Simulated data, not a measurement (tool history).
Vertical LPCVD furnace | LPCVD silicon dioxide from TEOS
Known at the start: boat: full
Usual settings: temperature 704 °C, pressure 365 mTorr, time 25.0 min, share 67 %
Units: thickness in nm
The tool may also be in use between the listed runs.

run,hour,temperature,pressure,time,share,"read-back reference wafer on the same gauge, thickness",thickness
1,0.0,702,365,25.0,67,179.93,189.23
2,68.9,702,365,25.0,67,180.03,191.61
3,145.6,704,365,25.0,67,179.98,199.70
# hour 214.1: TEOS flow controller replaced
4,237.6,704,365,25.0,67,180.08,201.13
5,309.7,704,365,25.0,67,179.94,200.67
# hour 369.2: gauge calibrated
6,394.8,704,365,25.0,67,180.04,200.50
7,445.1,704,365,25.0,67,180.08,201.06
8,532.7,704,365,25.0,67,180.20,200.14
9,605.2,704,365,25.0,67,179.95,201.36
10,689.7,704,365,25.0,67,180.01,201.21
11,786.7,712,365,25.0,67,179.94,241.66
12,831.4,704,365,25.0,67,179.82,201.42
# hour 922.8: thermocouples replaced and temperature profile calibrated
13,924.3,704,365,25.0,77,179.88,216.21
14,1027.9,704,315,25.0,67,180.13,188.08
15,1122.3,704,365,25.0,67,180.06,202.42
16,1159.9,704,365,15.0,74,180.03,126.53
17,1237.3,699,440,25.0,67,179.97,196.45
18,1274.2,707,365,25.0,67,180.02,217.94
19,1374.6,704,365,25.0,70,179.87,207.05
20,1481.0,704,365,25.0,77,180.02,217.74
21,1578.2,704,365,32.5,73,179.97,274.60
# hour 1612.7: pressure gauge zeroed
22,1663.2,700,285,19.0,60,179.92,115.59
23,1847.1,701,310,19.0,78,179.89,141.81
24,1919.8,710,310,32.5,64,180.06,269.99
25,1976.3,704,315,25.0,67,180.08,185.88
26,2072.5,708,290,18.0,67,180.09,142.48
27,2173.4,712,450,25.0,67,179.96,267.03
28,2269.0,704,365,25.0,67,179.96,200.36
29,2312.4,704,365,25.0,67,180.12,201.50
30,2362.4,704,365,25.0,67,179.93,201.49

5 ways to go on from here, each from the tool as it stands after run 30. What would each give?
A,2366.9,704,365,25.0,67,?,?
B,2366.9,704,325,25.0,67,?,?
C,2366.9,714,335,25.0,67,?,?
D,2366.9,704,340,25.0,67,?,?
E,2366.9,699,365,25.0,67,?,?

run,"read-back reference wafer on the same gauge, thickness",thickness
A,180.15,201.39
B,180.15,190.36
C,180.15,242.72
D,180.15,194.57
E,180.15,179.34
Without the tool's hidden state the same runs would have given:
run,thickness
A,198.57
B,187.37
C,239.02
D,191.65
E,176.83
